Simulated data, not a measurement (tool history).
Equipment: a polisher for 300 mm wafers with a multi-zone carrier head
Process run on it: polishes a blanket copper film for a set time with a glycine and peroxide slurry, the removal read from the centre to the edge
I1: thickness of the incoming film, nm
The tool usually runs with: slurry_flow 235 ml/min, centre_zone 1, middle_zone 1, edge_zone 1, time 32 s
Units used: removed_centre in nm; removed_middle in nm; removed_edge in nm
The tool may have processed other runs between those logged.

run 1 hour=0 | slurry_flow=235 centre_zone=1 middle_zone=1 edge_zone=1 time=22 | I1=1560.7 | removed_centre=87.3 removed_middle=83.1 removed_edge=82.6
-- hour=32.5 centre zone pressure recalibrated
run 2 hour=38.1 | slurry_flow=315 centre_zone=0.89 middle_zone=1 edge_zone=1 time=32 | I1=1520.8 | removed_centre=115.3 removed_middle=125.1 removed_edge=121.3
run 3 hour=83.8 | slurry_flow=235 centre_zone=0.91 middle_zone=1 edge_zone=0.92 time=32 | I1=1516.6 | removed_centre=112.6 removed_middle=118.3 removed_edge=113.2
run 4 hour=137.9 | slurry_flow=235 centre_zone=1 middle_zone=1 edge_zone=1 time=32 | I1=1519.2 | removed_centre=124.3 removed_middle=119.4 removed_edge=118.9
run 5 hour=192.1 | slurry_flow=235 centre_zone=1 middle_zone=0.92 edge_zone=1.06 time=32 | I1=1510.3 | removed_centre=119.6 removed_middle=109 removed_edge=120.1
run 6 hour=235.4 | slurry_flow=235 centre_zone=1.06 middle_zone=0.89 edge_zone=1 time=32 | I1=1512.9 | removed_centre=126.3 removed_middle=107.5 removed_edge=115.5
-- hour=252.8 edge zone pressure recalibrated
run 7 hour=300.2 | slurry_flow=235 centre_zone=0.89 middle_zone=1 edge_zone=0.89 time=32 | I1=1544.9 | removed_centre=107.7 removed_middle=115.7 removed_edge=111.2
-- hour=317.8 worn pad replaced by a new one
run 8 hour=348.2 | slurry_flow=200 centre_zone=1 middle_zone=1 edge_zone=1 time=32 | I1=1532.3 | removed_centre=133.2 removed_middle=125.7 removed_edge=126.4
-- hour=383.5 carrier head's membrane replaced by a new one
run 9 hour=396.7 | slurry_flow=235 centre_zone=0.88 middle_zone=1 edge_zone=1 time=32 | I1=1533 | removed_centre=117.1 removed_middle=126.2 removed_edge=126.2
run 10 hour=454.3 | slurry_flow=235 centre_zone=1 middle_zone=1.08 edge_zone=1 time=32 | I1=1540.8 | removed_centre=127.6 removed_middle=129.9 removed_edge=122.2
run 11 hour=493.3 | slurry_flow=235 centre_zone=1.05 middle_zone=0.93 edge_zone=1 time=32 | I1=1549.2 | removed_centre=132.8 removed_middle=114.9 removed_edge=123
run 12 hour=561.3 | slurry_flow=235 centre_zone=1 middle_zone=1 edge_zone=1 time=29 | I1=1559.3 | removed_centre=114.4 removed_middle=107.4 removed_edge=106.7
run 13 hour=599.1 | slurry_flow=235 centre_zone=1 middle_zone=1 edge_zone=0.91 time=32 | I1=1530 | removed_centre=123.5 removed_middle=116.7 removed_edge=113
run 14 hour=650.7 | slurry_flow=200 centre_zone=1 middle_zone=1 edge_zone=0.9 time=32 | I1=1557.6 | removed_centre=117.3 removed_middle=113 removed_edge=110.9
run 15 hour=680 | slurry_flow=235 centre_zone=1 middle_zone=1 edge_zone=1 time=32 | I1=1540.8 | removed_centre=120.3 removed_middle=114.4 removed_edge=116.4
run 16 hour=704.9 | slurry_flow=235 centre_zone=1 middle_zone=1 edge_zone=0.95 time=26 | I1=1533.7 | removed_centre=97 removed_middle=93.4 removed_edge=91.9
run 17 hour=733.9 | slurry_flow=235 centre_zone=1 middle_zone=1 edge_zone=1 time=27 | I1=1522.4 | removed_centre=100.2 removed_middle=96.3 removed_edge=97
-- hour=765.8 edge zone pressure recalibrated
run 18 hour=766.6 | slurry_flow=235 centre_zone=1.04 middle_zone=1 edge_zone=0.92 time=38 | I1=1527.4 | removed_centre=145.8 removed_middle=133 removed_edge=128.2
run 19 hour=835.7 | slurry_flow=270 centre_zone=1 middle_zone=1.1 edge_zone=1 time=23 | I1=1532 | removed_centre=84.6 removed_middle=87.1 removed_edge=82.4
-- hour=841.9 slurry nozzle cleaned
run 20 hour=861.8 | slurry_flow=235 centre_zone=1 middle_zone=1 edge_zone=1 time=41 | I1=1540.2 | removed_centre=159.4 removed_middle=153.4 removed_edge=152.9
-- hour=870.4 worn pad replaced by a new one
run 21 hour=905 | slurry_flow=235 centre_zone=1 middle_zone=0.91 edge_zone=1 time=32 | I1=1517.8 | removed_centre=137 removed_middle=122.8 removed_edge=131.9

Branching from run 21: 5 alternative next runs. What would each branch give?
run A hour=905.4 | slurry_flow=160 centre_zone=1 middle_zone=1 edge_zone=1 time=32 | I1=1537.6 | removed_centre=? removed_middle=? removed_edge=?
run B hour=905.4 | slurry_flow=235 centre_zone=1 middle_zone=1.03 edge_zone=0.89 time=32 | I1=1537.6 | removed_centre=? removed_middle=? removed_edge=?
run C hour=905.4 | slurry_flow=200 centre_zone=1 middle_zone=1.08 edge_zone=0.96 time=32 | I1=1537.6 | removed_centre=? removed_middle=? removed_edge=?
run D hour=905.4 | slurry_flow=190 centre_zone=0.97 middle_zone=1.1 edge_zone=1 time=32 | I1=1537.6 | removed_centre=? removed_middle=? removed_edge=?
run E hour=905.4 | slurry_flow=215 centre_zone=1 middle_zone=1 edge_zone=1 time=32 | I1=1537.6 | removed_centre=? removed_middle=? removed_edge=?

run=A removed_centre=130.5 removed_middle=126.1 removed_edge=129.8
run=B removed_centre=135.2 removed_middle=133 removed_edge=125.8
run=C removed_centre=133.3 removed_middle=136.1 removed_edge=129
run=D removed_centre=128.7 removed_middle=137.5 removed_edge=131.1
run=E removed_centre=134.1 removed_middle=129.2 removed_edge=132.2
The same runs, with their run-to-run variation unchanged, on a tool lacking any hidden condition would have given:
run=A removed_centre=134.3 removed_middle=129.7 removed_edge=133.4
run=B removed_centre=139 removed_middle=136.7 removed_edge=129.2
run=C removed_centre=137.1 removed_middle=139.9 removed_edge=132.4
run=D removed_centre=132.3 removed_middle=141.3 removed_edge=134.6
run=E removed_centre=137.9 removed_middle=132.8 removed_edge=135.8

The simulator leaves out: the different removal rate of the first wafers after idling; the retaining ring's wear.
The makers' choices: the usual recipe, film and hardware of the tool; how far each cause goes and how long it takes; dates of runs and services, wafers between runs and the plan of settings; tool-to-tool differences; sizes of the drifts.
